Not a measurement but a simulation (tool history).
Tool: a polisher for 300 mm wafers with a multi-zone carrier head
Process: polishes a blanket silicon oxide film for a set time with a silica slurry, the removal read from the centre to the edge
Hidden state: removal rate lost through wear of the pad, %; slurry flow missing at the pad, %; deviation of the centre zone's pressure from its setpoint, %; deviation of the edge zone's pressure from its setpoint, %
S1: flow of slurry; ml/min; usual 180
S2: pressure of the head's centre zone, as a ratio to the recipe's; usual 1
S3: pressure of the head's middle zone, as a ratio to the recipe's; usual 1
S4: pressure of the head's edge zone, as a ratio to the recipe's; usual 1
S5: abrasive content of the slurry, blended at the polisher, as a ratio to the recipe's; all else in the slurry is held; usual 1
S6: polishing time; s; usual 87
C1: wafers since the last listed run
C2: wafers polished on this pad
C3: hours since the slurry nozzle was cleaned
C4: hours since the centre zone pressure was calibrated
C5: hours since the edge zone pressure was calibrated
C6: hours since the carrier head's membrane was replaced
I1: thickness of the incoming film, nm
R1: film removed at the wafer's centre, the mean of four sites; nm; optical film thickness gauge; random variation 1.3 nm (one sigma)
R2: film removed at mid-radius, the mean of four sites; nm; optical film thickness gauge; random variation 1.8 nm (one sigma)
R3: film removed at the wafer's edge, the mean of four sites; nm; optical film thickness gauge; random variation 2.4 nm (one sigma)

run,hour,S1,S2,S3,S4,S5,S6,C1,C2,C3,C4,C5,C6,I1,R1,R2,R3
1,0,180,1,0.91,1,1,87,0,1094,318.7,446.2,39.1,1324.6,1663.1,161.4,161.3,177.7
2,199.7,180,1,0.91,1,1,87,1464,2558,518.4,645.9,238.8,1524.3,1639.1,159.2,159.1,171.6
3,240.5,135,1,1,1,1,87,299,2858,559.2,686.7,279.6,1565.1,1648.2,149.5,165.2,163.6
# hour 298.4: worn pad replaced by a new one
4,301.4,180,0.91,1,0.95,0.75,87,417,22,620.1,747.6,340.5,1626,1613.3,127.3,151.4,148.8
# hour 344.1: carrier head's membrane replaced by a new one
5,352.7,180,1,1,1,1,87,339,361,671.4,798.9,391.8,8.6,1634.1,159,172.4,173.8
6,407.4,180,1,1,1,1,116,401,762,726.1,853.6,446.5,63.3,1631.4,210.5,227.7,230.2
7,450.3,180,1,1,1,1,87,314,1077,769,896.5,489.4,106.2,1659.6,160,169.3,170.8
# hour 588: slurry nozzle cleaned
8,623.8,180,1,1.04,1,1,87,1265,2342,35.8,1070,662.9,279.7,1622.6,157.4,180.8,173.4
9,648.6,180,1,1,1,1,87,181,2524,60.6,1094.8,687.7,304.5,1616.8,157.5,173.8,173.1
10,707.1,180,1,1,1,1,87,429,2953,119.1,1153.3,746.2,363,1645.8,155.4,171.8,173.3
# hour 717.6: worn pad replaced by a new one
11,764.2,245,1,1,1,1,72,389,341,176.2,1210.4,803.3,420.1,1639.8,136.9,149.8,148.3
12,826.6,180,1,1,0.94,1,101,457,799,238.6,1272.8,865.7,482.5,1647.7,185.2,204.4,194.2
# hour 831.2: centre zone pressure recalibrated
13,885.5,155,0.91,1.06,0.89,1,87,417,1216,297.5,54.3,924.6,541.4,1673.1,153.6,175.9,161.9
14,932,230,1,1,1,1,64,341,1557,344,100.8,971.1,587.9,1663.4,132.1,135.6,134.7
15,957.7,180,1.1,0.91,1.08,1,61,188,1746,369.7,126.5,996.8,613.6,1660.3,130.8,113.3,128.3
16,1023.8,205,1,1,1,1,87,484,2231,435.8,192.6,1062.9,679.7,1658.6,172.6,175.8,176.7
# hour 1078.9: edge zone pressure recalibrated
17,1085.6,180,0.93,1,1,1,87,438,2669,497.6,254.4,6.7,741.5,1610.7,156.3,175.7,174.7
# hour 1121: worn pad replaced by a new one
18,1137.9,180,1,1.05,0.94,0.75,77,354,123,549.9,306.7,59,793.8,1625.5,129.4,140.4,129.1
19,1169.5,140,1,1,1,1,117,231,355,581.5,338.3,90.6,825.4,1620.8,212,217.9,228
20,1198.6,230,1,1,1,1,87,213,568,610.6,367.4,119.7,854.5,1662.8,172.4,180.6,178.1
21,1254.4,180,1,1,1,1,87,409,978,666.4,423.2,175.5,910.3,1621.8,164.3,173.6,174.6

4 ways to go on from here, each from the tool as it stands after run 21. What would each give?
A,1254.9,180,1,1,1,0.8,87,3,981,666.9,423.7,176,910.8,1613.6,?,?,?
B,1254.9,180,0.93,1,1,1,102,3,981,666.9,423.7,176,910.8,1613.6,?,?,?
C,1254.9,180,1,0.91,1,1,79,3,981,666.9,423.7,176,910.8,1613.6,?,?,?
D,1254.9,145,1,0.9,1.03,1,115,3,981,666.9,423.7,176,910.8,1613.6,?,?,?

run,R1,R2,R3
A,148.5,155.2,157.8
B,179,201.4,204.7
C,149.2,144.1,158.7
D,206.8,199,227.2
Without the tool's hidden state the same runs would have given:
run,R1,R2,R3
A,157.6,155.1,157.8
B,190.1,201.3,204.7
C,158.3,144,158.7
D,219.4,198.9,227.2
